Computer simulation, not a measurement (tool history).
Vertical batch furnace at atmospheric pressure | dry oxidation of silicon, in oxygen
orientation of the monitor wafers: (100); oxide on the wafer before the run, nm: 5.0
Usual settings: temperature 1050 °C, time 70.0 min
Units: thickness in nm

run	day	temperature	time	read-back reference wafer on the same gauge, thickness	thickness
1	0.000	1050	70.0	87.24	87.42
2	0.733	1042	70.0	87.22	82.03
3	1.529	1042	70.0	87.22	81.75
4	2.312	1042	70.0	87.38	82.13
5	3.254	1040	97.5	87.16	99.64
6	7.679	1040	97.5	87.13	100.03
7	8.792	1040	97.5	87.11	99.62
# day 10.200: thermocouples replaced and temperature profile calibrated
8	10.221	1050	70.0	87.18	88.09
9	10.446	1050	70.0	87.15	87.53
10	11.758	1050	70.0	87.25	88.20
# day 12.583: gauge calibrated
11	12.938	1050	70.0	87.15	87.00
12	13.567	1040	38.5	87.25	55.20
13	14.662	1056	56.0	87.20	79.67
# day 15.708: boat lift adjusted
14	15.729	1069	102.0	87.10	130.11
15	15.917	1034	91.5	87.18	90.53
16	16.917	1065	48.5	87.30	78.62
17	18.025	1050	70.0	87.18	87.72
18	19.133	1058	51.0	87.11	77.01
19	20.225	1050	70.0	87.17	87.52
20	20.942	1063	96.5	87.24	119.45
21	21.538	1050	70.0	87.35	88.12
# day 24.804: gauge calibrated
22	25.725	1042	90.0	87.25	97.97

The tool's hidden state at each run:
true tube temperature minus thermocouple reading, K: 0 in every run
monitor wafer colder than the profiled boat position, K: 0 in every run
gauge reads high (%): 0 in every run
